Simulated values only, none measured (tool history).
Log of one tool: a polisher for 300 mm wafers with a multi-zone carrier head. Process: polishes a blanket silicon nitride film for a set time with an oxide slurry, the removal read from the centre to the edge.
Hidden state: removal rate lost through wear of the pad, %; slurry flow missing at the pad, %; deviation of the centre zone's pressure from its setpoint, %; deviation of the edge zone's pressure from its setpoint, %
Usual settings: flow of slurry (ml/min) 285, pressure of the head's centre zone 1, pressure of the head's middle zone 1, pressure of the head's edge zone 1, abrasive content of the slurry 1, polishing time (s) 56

run    hour  flow of slurry (ml/min)  pressure of the head's centre zone  pressure of the head's middle zone  pressure of the head's edge zone  abrasive content of the slurry  polishing time (s)  wafers since the last listed run  wafers polished on this pad  hours since the slurry nozzle was cleaned  hours since the centre zone pressure was calibrated  hours since the edge zone pressure was calibrated  hours since the carrier head's membrane was replaced  incoming thickness of the incoming film, nm  film removed at the wafer's centre (angstrom)  film removed at mid-radius (angstrom)  film removed at the wafer's edge (angstrom)
  1       0                      285                                   1                                   1                                 1                               1                  56                                 0                         1881                                       91.2                                                166.8                                              150.8                                                 471.3                                        258.3                                            304                                    294                                          303
  2    38.8                      285                                   1                                   1                                 1                               1                  56                               247                         2128                                        130                                                205.6                                              189.6                                                 510.1                                        254.4                                            308                                    300                                          301
  3    75.4                      355                                1.11                                   1                                 1                               1                  45                               233                         2362                                      166.6                                                242.2                                              226.2                                                 546.7                                        259.8                                            275                                    245                                          251
  4   104.4                      285                                1.05                                   1                                 1                            1.15                  56                               185                         2547                                      195.6                                                271.2                                              255.2                                                 575.7                                        259.2                                            340                                    324                                          319
  5   169.6                      360                                   1                                   1                                 1                               1                  56                               416                         2963                                      260.8                                                336.4                                              320.4                                                 640.9                                        256.4                                            317                                    303                                          309
  6   210.3                      285                                1.07                                0.88                              0.91                               1                  45                               259                         3223                                      301.5                                                377.1                                              361.1                                                 681.6                                        261.7                                            261                                    219                                          236
  7   275.8                      285                                 0.9                                 1.1                                 1                               1                  72                               418                         3641                                        367                                                442.6                                              426.6                                                 747.1                                        262.5                                            364                                    420                                          395
      294.4  -- worn pad replaced by a new one
  8     305                      355                                   1                                   1                              0.93                               1                  56                               160                           67                                      396.2                                                471.8                                              455.8                                                 776.3                                        261.6                                            314                                    308                                          298
  9     337                      285                                1.06                                0.91                                 1                               1                  46                               204                          271                                      428.2                                                503.8                                              487.8                                                 808.3                                        255.5                                            263                                    225                                          245
      364.1  -- edge zone pressure recalibrated
      436.3  -- centre zone pressure recalibrated
 10   538.3                      360                                   1                                   1                              0.92                               1                  56                              1259                         1531                                      629.5                                                  102                                              174.2                                                1009.6                                        261.6                                            314                                    309                                          299
 11     598                      285                                 1.1                                   1                                 1                               1                  49                               381                         1912                                      689.2                                                161.7                                              233.9                                                1069.3                                        260.7                                            286                                    262                                          266
      657.6  -- carrier head's membrane replaced by a new one
 12   658.6                      285                                1.07                                   1                              1.07                               1                  47                               354                         2267                                      749.8                                                222.3                                              294.5                                                     1                                        255.6                                            274                                    251                                          264
 13   727.7                      200                                1.04                                 0.9                                 1                             1.2                  56                               441                         2708                                      818.9                                                291.4                                              363.6                                                  70.1                                        255.3                                            321                                    278                                          313
 14   769.5                      285                                1.08                                0.93                              0.96                               1                  48                               266                         2975                                      860.7                                                333.2                                              405.4                                                 111.9                                        254.7                                            278                                    237                                          255
      782.8  -- slurry nozzle cleaned
      816.7  -- worn pad replaced by a new one
 15     827                      285                                1.07                                1.11                              1.04                               1                  56                               335                           66                                       44.2                                                390.7                                              462.9                                                 169.4                                        264.3                                            329                                    336                                          311
 16   891.6                      285                                   1                                   1                                 1                               1                  56                               412                          478                                      108.8                                                455.3                                              527.5                                                   234                                        255.2                                            308                                    301                                          299
 17   931.3                      285                                   1                                0.92                                 1                               1                  56                               253                          731                                      148.5                                                  495                                              567.2                                                 273.7                                        260.3                                            309                                    277                                          304
      971.6  -- edge zone pressure recalibrated
 18   990.8                      285                                   1                                1.11                              1.04                               1                  56                               367                         1098                                        208                                                554.5                                               19.2                                                 333.2                                        262.7                                            307                                    327                                          307
 19  1050.9                      245                                   1                                   1                                 1                               1                  56                               383                         1482                                      268.1                                                614.6                                               79.3                                                 393.3                                          256                                            299                                    291                                          295
 20  1101.5                      285                                   1                                   1                                 1                            1.15                  56                               323                         1805                                      318.7                                                665.2                                              129.9                                                 443.9                                        263.4                                            325                                    318                                          323
       1109  -- centre zone pressure recalibrated
 21  1294.6                      285                                   1                                   1                              0.96                            1.25                  56                              1219                         3025                                      511.8                                                185.6                                                323                                                   637                                        259.6                                            333                                    326                                          319
 22  1319.3                      285                                   1                                   1                                 1                               1                  56                               157                         3183                                      536.5                                                210.3                                              347.7                                                 661.7                                        265.4                                            305                                    297                                          303

Forecast each of these 3 alternatives for the next run:
  A  1319.7                      285                                1.12                                   1                                 1                               1                  56                                 2                         3185                                      536.9                                                210.7                                              348.1                                                 662.1                                        261.3                                              ?                                      ?                                            ?
  B  1319.7                      285                                   1                                0.95                                 1                               1                  56                                 2                         3185                                      536.9                                                210.7                                              348.1                                                 662.1                                        261.3                                              ?                                      ?                                            ?
  C  1319.7                      285                                   1                                0.95                              0.89                               1                  56                                 2                         3185                                      536.9                                                210.7                                              348.1                                                 662.1                                        261.3                                              ?                                      ?                                            ?

run  film removed at the wafer's centre (angstrom)  film removed at mid-radius (angstrom)  film removed at the wafer's edge (angstrom)
  A                                            334                                    303                                          297
  B                                            304                                    290                                          297
  C                                            304                                    290                                          282
Without the tool's hidden state the same runs would have given:
run  film removed at the wafer's centre (angstrom)  film removed at mid-radius (angstrom)  film removed at the wafer's edge (angstrom)
  A                                            344                                    310                                          303
  B                                            312                                    297                                          303
  C                                            312                                    297                                          287

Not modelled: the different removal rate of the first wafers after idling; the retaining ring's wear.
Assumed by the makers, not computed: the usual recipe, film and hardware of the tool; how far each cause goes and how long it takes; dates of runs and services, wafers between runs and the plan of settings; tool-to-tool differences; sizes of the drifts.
